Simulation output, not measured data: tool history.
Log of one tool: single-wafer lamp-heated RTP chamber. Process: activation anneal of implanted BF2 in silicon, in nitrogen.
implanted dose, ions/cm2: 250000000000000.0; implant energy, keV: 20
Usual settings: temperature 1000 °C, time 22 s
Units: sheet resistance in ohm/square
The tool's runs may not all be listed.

run   hour  temperature  time  read-back reference wafer on the same gauge, sheet resistance  sheet resistance
  1    0.0         1000    22                                                         492.66            458.96
  2   12.5         1000    22                                                         492.57            457.98
  3   28.2         1000    22                                                         493.06            459.36
  4   46.0         1000    22                                                         492.97            459.05
  5   88.4         1000    22                                                         493.41            460.31
  6  101.4         1015    22                                                         493.73            458.02
  7  139.2         1015    22                                                         493.78            459.90
  8  147.6         1000    22                                                         494.18            460.86
  9  161.7         1000    22                                                         493.89            460.38
 10  176.0         1000    22                                                         493.93            460.06
 11  189.9         1013    22                                                         494.29            460.29
 12  204.1         1013    22                                                         494.48            460.19
 13  217.5         1000    22                                                         494.73            460.35
 14  231.9         1019    26                                                         494.83            458.46
 15  244.0         1000    33                                                         494.53            458.51
 16  256.4         1015    22                                                         495.00            459.26
 17  263.6         1000    32                                                         494.99            459.97
 18  271.5         1010    17                                                         495.14            461.35
 19  287.7         1000    29                                                         495.43            458.66
 20  300.4         1000    22                                                         495.24            461.41
 21  311.5          982    22                                                         495.47            464.60
 22  327.4          978    11                                                         489.87            463.18
 23  333.5         1000    22                                                         490.08            457.08
 24  349.5         1009    10                                                         490.23            459.90
 25  357.6         1027    22                                                         490.17            455.44
 26  375.1          992    29                                                         490.39            456.59
 27  385.8          988    31                                                         490.55            457.40
 28  393.3         1000    22                                                         490.57            457.45
 29  399.4         1023    22                                                         490.73            455.72
 30  417.2          984    22                                                         490.68            458.49
 31  427.5          973    15                                                         490.76            466.88
 32  442.5         1000    22                                                         490.98            458.83
 33  457.4         1020    22                                                         491.16            456.78
 34  482.1         1000    32                                                         491.63            455.45
 35  491.1         1013    22                                                         491.51            456.22
 36  504.7         1029    11                                                         491.50            461.86

Not shown: 3 entries that the log had between the listed runs. Between which runs, and how does the tool's hidden state differ before and after?
Between runs 18 and 19: pyrometer window cleaned and pyrometer calibrated (hour 283.7)
  gauge reads high (%): 1.03 -> 1.06
  measured less the result without the state, sheet resistance: +4.72 -> +4.83 ohm/square
Between runs 21 and 22: gauge calibrated (hour 314.7)
  gauge reads high (%): 1.11 -> -0.00672
  measured less the result without the state, sheet resistance: +5.08 -> -0.03 ohm/square
Between runs 23 and 24: reflector plate cleaned (hour 349.0)
  gauge reads high (%): 0.00416 -> 0.0327
  measured less the result without the state, sheet resistance: +0.02 -> +0.15 ohm/square
